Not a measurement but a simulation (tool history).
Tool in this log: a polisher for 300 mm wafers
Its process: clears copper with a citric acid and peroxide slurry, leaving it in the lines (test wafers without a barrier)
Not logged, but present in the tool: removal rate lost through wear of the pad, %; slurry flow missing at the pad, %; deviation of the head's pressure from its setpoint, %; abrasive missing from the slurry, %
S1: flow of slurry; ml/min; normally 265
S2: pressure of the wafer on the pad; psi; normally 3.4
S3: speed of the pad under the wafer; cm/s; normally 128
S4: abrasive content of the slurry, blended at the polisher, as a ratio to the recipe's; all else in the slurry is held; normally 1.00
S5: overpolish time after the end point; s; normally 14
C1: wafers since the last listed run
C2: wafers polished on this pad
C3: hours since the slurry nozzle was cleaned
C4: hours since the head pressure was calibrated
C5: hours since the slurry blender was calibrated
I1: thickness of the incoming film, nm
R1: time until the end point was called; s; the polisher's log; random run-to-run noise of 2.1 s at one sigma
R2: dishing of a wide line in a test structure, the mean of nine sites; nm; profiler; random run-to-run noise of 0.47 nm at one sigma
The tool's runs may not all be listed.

{"run": 1, "hour": 0.0, "S1": 265, "S2": 3.4, "S3": 128, "S4": 1.0, "S5": 14, "C1": 0, "C2": 5333, "C3": 414.3, "C4": 1041.8, "C5": 363.7, "I1": 387.5, "R1": 159.0, "R2": 24.0}
{"run": 2, "hour": 77.5, "S1": 265, "S2": 3.4, "S3": 128, "S4": 1.0, "S5": 14, "C1": 792, "C2": 6125, "C3": 491.8, "C4": 1119.3, "C5": 441.2, "I1": 386.7, "R1": 156.8, "R2": 23.3}
{"hour": 93.7, "done": "worn pad replaced by a new one"}
{"hour": 177.1, "done": "slurry blender recalibrated"}
{"run": 3, "hour": 185.0, "S1": 265, "S2": 3.4, "S3": 96, "S4": 1.0, "S5": 14, "C1": 1037, "C2": 912, "C3": 599.3, "C4": 1226.8, "C5": 7.9, "I1": 391.1, "R1": 191.9, "R2": 19.8}
{"hour": 210.6, "done": "slurry nozzle cleaned"}
{"run": 4, "hour": 269.1, "S1": 265, "S2": 3.4, "S3": 128, "S4": 1.0, "S5": 14, "C1": 849, "C2": 1762, "C3": 58.5, "C4": 1310.9, "C5": 92.0, "I1": 392.4, "R1": 159.4, "R2": 24.2}
{"run": 5, "hour": 342.2, "S1": 265, "S2": 3.4, "S3": 128, "S4": 1.0, "S5": 14, "C1": 747, "C2": 2510, "C3": 131.6, "C4": 1384.0, "C5": 165.1, "I1": 395.8, "R1": 163.6, "R2": 22.9}
{"run": 6, "hour": 443.5, "S1": 265, "S2": 3.4, "S3": 128, "S4": 1.0, "S5": 14, "C1": 1035, "C2": 3546, "C3": 232.9, "C4": 1485.3, "C5": 266.4, "I1": 384.1, "R1": 156.6, "R2": 23.4}
{"run": 7, "hour": 542.7, "S1": 265, "S2": 3.4, "S3": 128, "S4": 1.0, "S5": 14, "C1": 1014, "C2": 4560, "C3": 332.1, "C4": 1584.5, "C5": 365.6, "I1": 394.3, "R1": 162.3, "R2": 23.0}
{"hour": 611.6, "done": "head pressure recalibrated"}
{"run": 8, "hour": 634.2, "S1": 265, "S2": 3.4, "S3": 128, "S4": 1.0, "S5": 14, "C1": 915, "C2": 5475, "C3": 423.6, "C4": 22.6, "C5": 457.1, "I1": 382.0, "R1": 157.7, "R2": 23.5}
{"run": 9, "hour": 686.1, "S1": 265, "S2": 2.5, "S3": 142, "S4": 1.0, "S5": 14, "C1": 530, "C2": 6006, "C3": 475.5, "C4": 74.5, "C5": 509.0, "I1": 395.4, "R1": 203.1, "R2": 19.4}
{"run": 10, "hour": 747.5, "S1": 265, "S2": 2.4, "S3": 128, "S4": 1.0, "S5": 14, "C1": 627, "C2": 6634, "C3": 536.9, "C4": 135.9, "C5": 570.4, "I1": 391.6, "R1": 222.6, "R2": 17.5}
{"hour": 801.0, "done": "worn pad replaced by a new one"}
{"run": 11, "hour": 801.5, "S1": 265, "S2": 3.4, "S3": 114, "S4": 0.9, "S5": 10, "C1": 511, "C2": 5, "C3": 590.9, "C4": 189.9, "C5": 624.4, "I1": 388.4, "R1": 178.4, "R2": 15.2}
{"hour": 836.8, "done": "slurry blender recalibrated"}
{"hour": 857.8, "done": "slurry nozzle cleaned"}
{"run": 12, "hour": 863.0, "S1": 265, "S2": 3.4, "S3": 128, "S4": 1.0, "S5": 14, "C1": 598, "C2": 603, "C3": 5.2, "C4": 251.4, "C5": 26.2, "I1": 390.2, "R1": 164.3, "R2": 24.3}
{"run": 13, "hour": 968.4, "S1": 265, "S2": 2.7, "S3": 96, "S4": 1.0, "S5": 12, "C1": 1077, "C2": 1681, "C3": 110.6, "C4": 356.8, "C5": 131.6, "I1": 387.7, "R1": 246.4, "R2": 13.9}
{"run": 14, "hour": 1041.9, "S1": 265, "S2": 3.4, "S3": 128, "S4": 1.0, "S5": 14, "C1": 751, "C2": 2433, "C3": 184.1, "C4": 430.3, "C5": 205.1, "I1": 392.0, "R1": 163.3, "R2": 23.3}
{"run": 15, "hour": 1196.4, "S1": 205, "S2": 3.4, "S3": 128, "S4": 0.75, "S5": 17, "C1": 1579, "C2": 4012, "C3": 338.6, "C4": 584.8, "C5": 359.6, "I1": 393.1, "R1": 175.9, "R2": 27.0}
{"run": 16, "hour": 1263.3, "S1": 350, "S2": 3.4, "S3": 128, "S4": 1.0, "S5": 14, "C1": 684, "C2": 4697, "C3": 405.5, "C4": 651.7, "C5": 426.5, "I1": 382.5, "R1": 155.3, "R2": 24.0}
{"run": 17, "hour": 1373.0, "S1": 265, "S2": 3.9, "S3": 146, "S4": 0.75, "S5": 7, "C1": 1121, "C2": 5818, "C3": 515.2, "C4": 761.4, "C5": 536.2, "I1": 392.5, "R1": 138.8, "R2": 15.1}
{"hour": 1416.0, "done": "worn pad replaced by a new one"}
{"run": 18, "hour": 1434.1, "S1": 265, "S2": 2.4, "S3": 128, "S4": 1.0, "S5": 14, "C1": 583, "C2": 184, "C3": 576.3, "C4": 822.5, "C5": 597.3, "I1": 398.4, "R1": 235.9, "R2": 17.3}
{"run": 19, "hour": 1493.9, "S1": 305, "S2": 3.8, "S3": 154, "S4": 1.0, "S5": 14, "C1": 611, "C2": 796, "C3": 636.1, "C4": 882.3, "C5": 657.1, "I1": 393.4, "R1": 127.1, "R2": 29.4}
{"hour": 1514.7, "done": "slurry blender recalibrated"}
{"run": 20, "hour": 1530.9, "S1": 265, "S2": 4.3, "S3": 128, "S4": 1.3, "S5": 20, "C1": 357, "C2": 1154, "C3": 673.1, "C4": 919.3, "C5": 16.2, "I1": 389.1, "R1": 119.5, "R2": 42.4}
{"hour": 1532.1, "done": "slurry nozzle cleaned"}
{"run": 21, "hour": 1621.7, "S1": 265, "S2": 3.4, "S3": 128, "S4": 1.0, "S5": 14, "C1": 918, "C2": 2072, "C3": 89.6, "C4": 1010.1, "C5": 107.0, "I1": 388.3, "R1": 160.7, "R2": 23.7}
{"run": 22, "hour": 1658.0, "S1": 265, "S2": 3.4, "S3": 128, "S4": 0.7, "S5": 14, "C1": 371, "C2": 2443, "C3": 125.9, "C4": 1046.4, "C5": 143.3, "I1": 385.5, "R1": 175.6, "R2": 22.1}
{"run": 23, "hour": 1715.3, "S1": 265, "S2": 2.3, "S3": 128, "S4": 1.0, "S5": 14, "C1": 585, "C2": 3029, "C3": 183.2, "C4": 1103.7, "C5": 200.6, "I1": 392.5, "R1": 233.4, "R2": 15.9}
{"hour": 1940.5, "done": "head pressure recalibrated"}
{"hour": 1976.7, "done": "worn pad replaced by a new one"}
{"run": 24, "hour": 1984.2, "S1": 265, "S2": 4.1, "S3": 166, "S4": 1.0, "S5": 17, "C1": 2688, "C2": 76, "C3": 452.1, "C4": 43.7, "C5": 469.5, "I1": 394.9, "R1": 111.9, "R2": 39.2}
{"run": 25, "hour": 2086.2, "S1": 330, "S2": 2.9, "S3": 128, "S4": 1.0, "S5": 11, "C1": 1043, "C2": 1119, "C3": 554.1, "C4": 145.7, "C5": 571.5, "I1": 397.1, "R1": 183.5, "R2": 16.7}
{"hour": 2103.7, "done": "slurry blender recalibrated"}
{"hour": 2127.3, "done": "slurry nozzle cleaned"}
{"run": 26, "hour": 2128.2, "S1": 265, "S2": 3.4, "S3": 128, "S4": 0.75, "S5": 7, "C1": 398, "C2": 1518, "C3": 0.9, "C4": 187.7, "C5": 24.5, "I1": 390.3, "R1": 173.8, "R2": 12.1}
{"run": 27, "hour": 2228.6, "S1": 265, "S2": 3.4, "S3": 164, "S4": 0.85, "S5": 14, "C1": 1026, "C2": 2544, "C3": 101.3, "C4": 288.1, "C5": 124.9, "I1": 390.3, "R1": 140.9, "R2": 27.2}

The tool's hidden state at each run:
removal rate lost through wear of the pad, %: 0 across all the runs
slurry flow missing at the pad, %: 0 across all the runs
deviation of the head's pressure from its setpoint, %: 0 across all the runs
abrasive missing from the slurry, %: 0 across all the runs
